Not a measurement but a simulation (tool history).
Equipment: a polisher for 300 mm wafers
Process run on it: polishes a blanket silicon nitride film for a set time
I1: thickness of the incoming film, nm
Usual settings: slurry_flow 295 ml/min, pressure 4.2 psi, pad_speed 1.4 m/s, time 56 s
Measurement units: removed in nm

{"run": 1, "day": 0.0, "slurry_flow": 295, "pressure": 4.2, "pad_speed": 1.4, "time": 56, "I1": 904.8, "removed": 126.3}
{"day": 0.683, "done": "slurry nozzle cleaned"}
{"run": 2, "day": 1.708, "slurry_flow": 295, "pressure": 4.2, "pad_speed": 1.04, "time": 56, "I1": 906.9, "removed": 102.1}
{"run": 3, "day": 3.333, "slurry_flow": 295, "pressure": 4.2, "pad_speed": 1.04, "time": 56, "I1": 905.8, "removed": 103}
{"run": 4, "day": 6.283, "slurry_flow": 295, "pressure": 4.2, "pad_speed": 1.04, "time": 56, "I1": 914.2, "removed": 103.2}
{"run": 5, "day": 7.638, "slurry_flow": 295, "pressure": 4.2, "pad_speed": 1.4, "time": 56, "I1": 894.2, "removed": 125.1}
{"day": 7.975, "done": "worn pad replaced by a new one"}
{"run": 6, "day": 9.025, "slurry_flow": 295, "pressure": 4.2, "pad_speed": 1.4, "time": 56, "I1": 907.6, "removed": 125.8}
{"run": 7, "day": 11.388, "slurry_flow": 295, "pressure": 4.2, "pad_speed": 1.4, "time": 56, "I1": 890.9, "removed": 123.8}
{"run": 8, "day": 12.417, "slurry_flow": 295, "pressure": 4.2, "pad_speed": 1.4, "time": 56, "I1": 882.8, "removed": 123.7}
{"run": 9, "day": 13.492, "slurry_flow": 295, "pressure": 4.2, "pad_speed": 1.4, "time": 56, "I1": 909, "removed": 121.1}
{"run": 10, "day": 15.212, "slurry_flow": 295, "pressure": 4.2, "pad_speed": 1.4, "time": 56, "I1": 903.7, "removed": 120.9}
{"day": 17.442, "done": "worn pad replaced by a new one"}
{"run": 11, "day": 17.892, "slurry_flow": 295, "pressure": 4.2, "pad_speed": 1.4, "time": 56, "I1": 896.1, "removed": 120.6}
{"day": 18.567, "done": "head pressure recalibrated"}
{"run": 12, "day": 20.525, "slurry_flow": 295, "pressure": 4.2, "pad_speed": 1.4, "time": 56, "I1": 899, "removed": 113.7}
{"run": 13, "day": 21.854, "slurry_flow": 295, "pressure": 4.2, "pad_speed": 1.4, "time": 45, "I1": 906.2, "removed": 91.4}

For run 14, what comes out?
{"run": 14, "day": 24.738, "slurry_flow": 255, "pressure": 4.2, "pad_speed": 1.2, "time": 44, "I1": 905.7, "removed": "?"}

{"run 14": {"removed": 80.6}}
With the hidden condition absent and the run-to-run variation left alone, this run would have shown removed 92.9 nm.
